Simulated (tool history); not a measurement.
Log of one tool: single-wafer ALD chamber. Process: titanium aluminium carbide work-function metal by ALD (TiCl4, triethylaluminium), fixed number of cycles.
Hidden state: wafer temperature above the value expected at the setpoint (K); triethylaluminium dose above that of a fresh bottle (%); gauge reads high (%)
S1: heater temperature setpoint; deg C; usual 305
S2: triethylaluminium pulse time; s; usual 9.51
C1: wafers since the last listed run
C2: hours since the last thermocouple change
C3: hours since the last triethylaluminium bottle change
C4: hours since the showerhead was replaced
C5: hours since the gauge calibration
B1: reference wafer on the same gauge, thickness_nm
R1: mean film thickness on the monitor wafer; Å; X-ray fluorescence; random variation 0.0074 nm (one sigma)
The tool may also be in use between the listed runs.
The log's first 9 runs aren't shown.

{"run": 10, "hour": 451.9, "S1": 305, "S2": 9.51, "C1": 930, "C2": 657, "C3": 1051.8, "C4": 5715.5, "C5": 1525.1, "B1": 1.909, "R1": 20.84}
{"run": 11, "hour": 480.4, "S1": 305, "S2": 9.51, "C1": 426, "C2": 685.5, "C3": 1080.3, "C4": 5744, "C5": 1553.6, "B1": 1.911, "R1": 20.84}
{"run": 12, "hour": 544.9, "S1": 305, "S2": 9.51, "C1": 965, "C2": 750, "C3": 1144.8, "C4": 5808.5, "C5": 1618.1, "B1": 1.91, "R1": 20.96}
{"run": 13, "hour": 569.2, "S1": 305, "S2": 9.51, "C1": 363, "C2": 774.3, "C3": 1169.1, "C4": 5832.8, "C5": 1642.4, "B1": 1.909, "R1": 20.81}
{"run": 14, "hour": 624.2, "S1": 305, "S2": 9.51, "C1": 823, "C2": 829.3, "C3": 1224.1, "C4": 5887.8, "C5": 1697.4, "B1": 1.909, "R1": 20.87}
{"run": 15, "hour": 693.6, "S1": 305, "S2": 7.97, "C1": 1038, "C2": 898.7, "C3": 1293.5, "C4": 5957.2, "C5": 1766.8, "B1": 1.907, "R1": 20.36}
{"hour": 715.6, "done": "triethylaluminium bottle replaced"}
{"hour": 730.1, "done": "gauge calibrated"}
{"run": 16, "hour": 842.9, "S1": 290, "S2": 12.5, "C1": 2114, "C2": 1048, "C3": 127.3, "C4": 6106.5, "C5": 112.8, "B1": 1.911, "R1": 20.19}
{"run": 17, "hour": 889.1, "S1": 305, "S2": 9.51, "C1": 691, "C2": 1094.2, "C3": 173.5, "C4": 6152.7, "C5": 159, "B1": 1.909, "R1": 20.87}
{"run": 18, "hour": 919.2, "S1": 312, "S2": 7.17, "C1": 450, "C2": 1124.3, "C3": 203.6, "C4": 6182.8, "C5": 189.1, "B1": 1.911, "R1": 20.56}
{"hour": 934.1, "done": "showerhead replaced"}
{"run": 19, "hour": 964.4, "S1": 305, "S2": 12.66, "C1": 556, "C2": 1169.5, "C3": 248.8, "C4": 30.3, "C5": 234.3, "B1": 1.908, "R1": 21.34}
{"run": 20, "hour": 1026.1, "S1": 297, "S2": 9.51, "C1": 923, "C2": 1231.2, "C3": 310.5, "C4": 92, "C5": 296, "B1": 1.91, "R1": 20.22}
{"run": 21, "hour": 1050.8, "S1": 305, "S2": 9.51, "C1": 369, "C2": 1255.9, "C3": 335.2, "C4": 116.7, "C5": 320.7, "B1": 1.909, "R1": 20.75}
{"hour": 1070.1, "done": "thermocouple changed; heater temperature recalibrated"}
{"run": 22, "hour": 1236.0, "S1": 312, "S2": 11.66, "C1": 2651, "C2": 165.9, "C3": 520.4, "C4": 301.9, "C5": 505.9, "B1": 1.91, "R1": 21.9}
{"run": 23, "hour": 1289.9, "S1": 305, "S2": 9.51, "C1": 806, "C2": 219.8, "C3": 574.3, "C4": 355.8, "C5": 559.8, "B1": 1.91, "R1": 20.71}
{"run": 24, "hour": 1332.8, "S1": 305, "S2": 9.51, "C1": 641, "C2": 262.7, "C3": 617.2, "C4": 398.7, "C5": 602.7, "B1": 1.909, "R1": 20.79}
{"run": 25, "hour": 1397.3, "S1": 305, "S2": 9.51, "C1": 965, "C2": 327.2, "C3": 681.7, "C4": 463.2, "C5": 667.2, "B1": 1.912, "R1": 20.84}
{"run": 26, "hour": 1458.3, "S1": 292, "S2": 13.04, "C1": 912, "C2": 388.2, "C3": 742.7, "C4": 524.2, "C5": 728.2, "B1": 1.91, "R1": 20.38}

Forecast run 27:
{"run": 27, "hour": 1521.8, "S1": 305, "S2": 7.05, "C1": 950, "C2": 451.7, "C3": 806.2, "C4": 587.7, "C5": 791.7, "B1": "?", "R1": "?"}

B1: 1.912
R1: 19.88 Å
Without the tool's hidden state the same run would have given R1 19.88 Å.
